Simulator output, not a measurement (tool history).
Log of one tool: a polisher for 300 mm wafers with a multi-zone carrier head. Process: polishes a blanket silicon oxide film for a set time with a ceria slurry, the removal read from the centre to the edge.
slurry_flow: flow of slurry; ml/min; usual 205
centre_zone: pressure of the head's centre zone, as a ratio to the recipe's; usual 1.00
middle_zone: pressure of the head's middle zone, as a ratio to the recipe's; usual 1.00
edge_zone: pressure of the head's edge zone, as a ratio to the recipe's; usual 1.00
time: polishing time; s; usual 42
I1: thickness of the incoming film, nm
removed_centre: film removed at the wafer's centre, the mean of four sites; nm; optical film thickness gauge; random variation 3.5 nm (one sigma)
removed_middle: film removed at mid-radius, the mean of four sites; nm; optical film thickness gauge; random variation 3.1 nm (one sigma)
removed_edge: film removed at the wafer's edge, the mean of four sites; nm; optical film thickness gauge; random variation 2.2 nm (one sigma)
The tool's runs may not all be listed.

Run 1, hour 0.0: usual settings; I1 1537.1. Result: removed_centre 229.3 nm, removed_middle 232.6 nm, removed_edge 238.9 nm.
Run 2, hour 14.3: usual settings but slurry_flow 170 ml/min, edge_zone 0.97; I1 1527.1. Result: removed_centre 221.1 nm, removed_middle 227.9 nm, removed_edge 226.7 nm.
Run 3, hour 22.0: usual settings but slurry_flow 170 ml/min, edge_zone 0.97; I1 1543.7. Result: removed_centre 217.7 nm, removed_middle 223.4 nm, removed_edge 226.8 nm.
Run 4, hour 52.1: usual settings; I1 1516.1. Result: removed_centre 222.5 nm, removed_middle 219.5 nm, removed_edge 224.8 nm.
At hour 62.2: edge zone pressure recalibrated.
Run 5, hour 67.2: usual settings; I1 1529.1. Result: removed_centre 209.7 nm, removed_middle 212.9 nm, removed_edge 218.5 nm.
Run 6, hour 75.8: usual settings but centre_zone 1.09; I1 1543.3. Result: removed_centre 223.9 nm, removed_middle 209.7 nm, removed_edge 210.6 nm.
At hour 81.3: worn pad replaced by a new one.
Run 7, hour 88.4: usual settings but slurry_flow 155 ml/min, centre_zone 0.89, middle_zone 0.88, time 38 s; I1 1513.7. Result: removed_centre 176.0 nm, removed_middle 184.3 nm, removed_edge 202.6 nm.
Run 8, hour 94.7: usual settings but slurry_flow 145 ml/min, centre_zone 1.06, edge_zone 0.94, time 35 s; I1 1518.2. Result: removed_centre 187.8 nm, removed_middle 181.8 nm, removed_edge 181.7 nm.
Run 9, hour 101.1: usual settings but centre_zone 1.11, middle_zone 1.10, edge_zone 1.04; I1 1525.8. Result: removed_centre 253.6 nm, removed_middle 254.5 nm, removed_edge 238.4 nm.
Run 10, hour 117.3: usual settings but slurry_flow 185 ml/min, centre_zone 0.94, middle_zone 0.88, edge_zone 0.90; I1 1507.3. Result: removed_centre 212.0 nm, removed_middle 205.4 nm, removed_edge 220.1 nm.
At hour 131.4: centre zone pressure recalibrated.
Run 11, hour 134.7: usual settings but centre_zone 0.95, edge_zone 1.08; I1 1522.5. Result: removed_centre 207.2 nm, removed_middle 228.6 nm, removed_edge 238.6 nm.
Run 12, hour 146.3: usual settings but slurry_flow 150 ml/min, edge_zone 0.90; I1 1506.6. Result: removed_centre 203.4 nm, removed_middle 206.3 nm, removed_edge 204.6 nm.

Forecast run 13:
Run 13, hour 159.6: usual settings; I1 1513.9. Result: removed_centre ?, removed_middle ?, removed_edge ?.

{"run 13": {"removed_centre": 207.2, "removed_middle": 211.4, "removed_edge": 219.3}}
Without the tool's hidden state the same run would have given removed_centre 231.4 nm, removed_middle 235.6 nm, removed_edge 243.0 nm.
